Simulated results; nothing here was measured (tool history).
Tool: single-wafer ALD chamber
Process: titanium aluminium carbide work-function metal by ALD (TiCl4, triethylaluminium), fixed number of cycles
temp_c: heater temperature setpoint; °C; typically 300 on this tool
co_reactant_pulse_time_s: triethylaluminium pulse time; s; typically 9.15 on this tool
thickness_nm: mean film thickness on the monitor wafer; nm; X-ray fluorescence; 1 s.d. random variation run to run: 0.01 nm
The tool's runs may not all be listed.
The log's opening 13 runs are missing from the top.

run	day	temp_c	co_reactant_pulse_time_s	read-back reference wafer on the same gauge, thickness_nm	thickness_nm
14	10.775	300	11.19	1.858	1.748
# day 11.208: triethylaluminium bottle replaced
15	11.492	300	9.15	1.857	1.850
16	12.021	300	9.15	1.861	1.860
17	12.454	304	5.81	1.859	1.568
# day 13.154: thermocouple changed; heater temperature recalibrated
18	13.175	305	5.78	1.860	1.556
19	13.246	314	7.33	1.860	1.840
20	13.550	314	5.64	1.860	1.581
21	13.879	300	9.15	1.859	1.851
22	15.750	292	6.11	1.860	1.536
23	16.083	294	9.15	1.861	1.807
24	16.367	300	12.13	1.860	1.920
# day 17.329: gauge calibrated
25	17.425	288	9.15	1.862	1.763
26	18.071	300	7.89	1.859	1.765
27	18.762	300	12.13	1.861	1.913
28	19.258	313	12.35	1.859	2.015
29	19.838	294	8.20	1.859	1.729
30	20.700	300	12.60	1.859	1.928
31	21.350	300	12.01	1.860	1.915
32	21.662	300	9.15	1.861	1.842

Below are 5 alternative next runs, each starting from the tool's condition after run 32. Predict each:
A	21.679	300	11.01	?	?
B	21.679	291	5.69	?	?
C	21.679	300	10.43	?	?
D	21.679	290	9.15	?	?
E	21.679	287	9.15	?	?

run	read-back reference wafer on the same gauge, thickness_nm	thickness_nm
A	1.859	1.893
B	1.859	1.429
C	1.859	1.880
D	1.859	1.765
E	1.859	1.744
What these runs would have given with no unlogged condition in the tool:
run	thickness_nm
A	1.907
B	1.484
C	1.896
D	1.789
E	1.768

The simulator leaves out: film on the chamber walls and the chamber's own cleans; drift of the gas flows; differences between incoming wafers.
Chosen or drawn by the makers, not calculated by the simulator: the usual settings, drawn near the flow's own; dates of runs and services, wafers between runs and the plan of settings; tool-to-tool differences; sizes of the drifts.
